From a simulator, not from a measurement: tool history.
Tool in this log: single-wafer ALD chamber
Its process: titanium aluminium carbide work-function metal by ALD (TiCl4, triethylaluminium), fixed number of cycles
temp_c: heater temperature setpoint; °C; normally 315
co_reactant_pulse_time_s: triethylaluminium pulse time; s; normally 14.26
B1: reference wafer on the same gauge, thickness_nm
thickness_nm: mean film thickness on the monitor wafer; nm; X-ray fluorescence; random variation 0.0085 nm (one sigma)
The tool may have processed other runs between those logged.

run 1 hour=0 | temp_c=321 co_reactant_pulse_time_s=14.26 | B1=2.27 | thickness_nm=2.244
run 2 hour=36.5 | temp_c=321 co_reactant_pulse_time_s=14.26 | B1=2.269 | thickness_nm=2.234
run 3 hour=125.1 | temp_c=321 co_reactant_pulse_time_s=14.26 | B1=2.273 | thickness_nm=2.251
run 4 hour=203.4 | temp_c=315 co_reactant_pulse_time_s=12.79 | B1=2.27 | thickness_nm=2.187
run 5 hour=272.7 | temp_c=315 co_reactant_pulse_time_s=12.79 | B1=2.269 | thickness_nm=2.183
run 6 hour=320.6 | temp_c=315 co_reactant_pulse_time_s=14.26 | B1=2.266 | thickness_nm=2.203
run 7 hour=379.4 | temp_c=315 co_reactant_pulse_time_s=14.26 | B1=2.271 | thickness_nm=2.204
run 8 hour=467.5 | temp_c=315 co_reactant_pulse_time_s=14.26 | B1=2.269 | thickness_nm=2.205
run 9 hour=551.3 | temp_c=315 co_reactant_pulse_time_s=14.26 | B1=2.27 | thickness_nm=2.208
run 10 hour=591.1 | temp_c=315 co_reactant_pulse_time_s=14.26 | B1=2.272 | thickness_nm=2.194
run 11 hour=688.6 | temp_c=315 co_reactant_pulse_time_s=12.47 | B1=2.27 | thickness_nm=2.191
run 12 hour=726.5 | temp_c=315 co_reactant_pulse_time_s=12.47 | B1=2.271 | thickness_nm=2.19
run 13 hour=780.7 | temp_c=315 co_reactant_pulse_time_s=10.24 | B1=2.27 | thickness_nm=2.154
run 14 hour=931.9 | temp_c=315 co_reactant_pulse_time_s=14.26 | B1=2.271 | thickness_nm=2.153
run 15 hour=1027.3 | temp_c=306 co_reactant_pulse_time_s=16.01 | B1=2.271 | thickness_nm=2.098
run 16 hour=1135.2 | temp_c=320 co_reactant_pulse_time_s=11.25 | B1=2.27 | thickness_nm=2.186
run 17 hour=1207 | temp_c=310 co_reactant_pulse_time_s=14.26 | B1=2.271 | thickness_nm=2.121
run 18 hour=1277.7 | temp_c=315 co_reactant_pulse_time_s=14.26 | B1=2.269 | thickness_nm=2.16
run 19 hour=1366.7 | temp_c=300 co_reactant_pulse_time_s=11.56 | B1=2.269 | thickness_nm=2.008
run 20 hour=1456.8 | temp_c=328 co_reactant_pulse_time_s=14.26 | B1=2.27 | thickness_nm=2.283
run 21 hour=1514.3 | temp_c=327 co_reactant_pulse_time_s=16.55 | B1=2.27 | thickness_nm=2.296
run 22 hour=1567.2 | temp_c=304 co_reactant_pulse_time_s=11.17 | B1=2.27 | thickness_nm=2.027
run 23 hour=1637.8 | temp_c=315 co_reactant_pulse_time_s=14.26 | B1=2.267 | thickness_nm=2.17
run 24 hour=1684.9 | temp_c=321 co_reactant_pulse_time_s=11.26 | B1=2.271 | thickness_nm=2.148
run 25 hour=1791.8 | temp_c=322 co_reactant_pulse_time_s=14.26 | B1=2.272 | thickness_nm=2.223

Withheld: 6 entries from between the runs. Position of each, and hidden state at the listed run before versus the listed run after:
In the gap between runs 4 and 5: triethylaluminium bottle replaced (hour 272.2)
  wafer temperature above the value expected at the setpoint (K): 5.38 -> 5.55
  the result without the hidden state subtracted from the measured one, thickness_nm: +0.042 -> +0.043 nm
In the gap between runs 9 and 10: gauge calibrated (hour 555.5)
  wafer temperature above the value expected at the setpoint (K): 6.21 -> 6.31
  the result without the hidden state subtracted from the measured one, thickness_nm: +0.049 -> +0.049 nm
In the gap between runs 13 and 14: triethylaluminium bottle replaced (hour 858.3); thermocouple changed; heater temperature recalibrated (hour 904.4)
  wafer temperature above the value expected at the setpoint (K): 6.76 -> 0.282
  the result without the hidden state subtracted from the measured one, thickness_nm: +0.052 -> +0.002 nm
In the gap between runs 16 and 17: showerhead replaced, of another model than before (hour 1186.1)
  wafer temperature above the value expected at the setpoint (K): 0.768 -> 0.94
  the result without the hidden state subtracted from the measured one, thickness_nm: +0.006 -> +0.008 nm
In the gap between runs 21 and 22: triethylaluminium bottle replaced (hour 1539)
  wafer temperature above the value expected at the setpoint (K): 1.67 -> 1.8
  the result without the hidden state subtracted from the measured one, thickness_nm: +0.013 -> +0.013 nm
